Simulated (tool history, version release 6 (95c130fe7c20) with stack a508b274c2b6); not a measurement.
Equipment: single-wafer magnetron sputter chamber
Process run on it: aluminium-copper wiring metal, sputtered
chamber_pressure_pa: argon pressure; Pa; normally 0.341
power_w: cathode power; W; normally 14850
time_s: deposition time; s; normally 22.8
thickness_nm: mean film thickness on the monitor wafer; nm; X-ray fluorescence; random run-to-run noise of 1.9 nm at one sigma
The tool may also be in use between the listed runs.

run	hour	chamber_pressure_pa	power_w	time_s	read-back reference wafer on the same gauge, thickness_nm	thickness_nm
1	0	0.434	14850	22.8	729.502	600.106
2	14.3	0.434	14850	22.8	730.151	601.003
3	30.8	0.341	14850	22.8	729.531	618.753
4	66	0.341	13650	22.8	729.983	569.942
5	77.1	0.341	14850	22.8	730.374	618.073
6	90.8	0.341	14850	22.8	729.722	620.597
7	98.7	0.341	14850	26.1	730.191	704.434
# hour 106.8: gauge calibrated
8	111	0.341	14850	26.1	729.673	704.485
9	125.9	0.341	14850	26.1	729.924	709.109
10	134.5	0.341	14850	22.8	730.653	621.818
11	145.7	0.341	14850	22.8	730.192	620.548
# hour 155.8: magnet pack replaced
12	158.8	0.341	14850	22.8	729.601	620.389
13	171.4	0.341	12300	22.8	729.176	511.335
14	187.8	0.457	14850	19.8	730.223	516.535
15	199.5	0.248	14850	25.3	730.051	709.427
16	228.3	0.445	11200	22.8	730.502	447.662
17	243.8	0.341	14850	22.8	730.024	620.883
18	259.5	0.238	14850	21.3	730.149	603.969
19	274.8	0.434	14850	22.8	729.912	598.592
20	290	0.238	16200	18.7	729.676	572.708
# hour 338.9: capacitance manometer re-zeroed and calibrated
21	340.2	0.341	14850	22.8	729.858	619.478
22	349.2	0.341	14850	22.8	729.584	617.832
# hour 370.1: sputter target and shields replaced
23	370.6	0.341	17850	22.8	729.789	746.477
24	380.8	0.207	17550	19.4	729.585	656.58
25	394.1	0.341	14850	19.3	729.741	525.165
26	411	0.341	14850	22.8	729.869	617.929
27	428.1	0.258	13700	22.8	730.164	588.078
28	434.5	0.341	14850	22.8	730.001	615.01
29	450.2	0.341	14850	18.8	729.711	510.93
30	476.6	0.341	14850	27.1	730.098	734.138
31	482.8	0.423	12350	19.4	730.534	423.138

The next listed run, before its measurement:
32	489.2	0.466	17800	24.9	?	?

{"run 32": {"read-back reference wafer on the same gauge, thickness_nm": 729.986, "thickness_nm": 772.81}}
With no hidden state in the tool, this same run would have given thickness_nm 772.81 nm.

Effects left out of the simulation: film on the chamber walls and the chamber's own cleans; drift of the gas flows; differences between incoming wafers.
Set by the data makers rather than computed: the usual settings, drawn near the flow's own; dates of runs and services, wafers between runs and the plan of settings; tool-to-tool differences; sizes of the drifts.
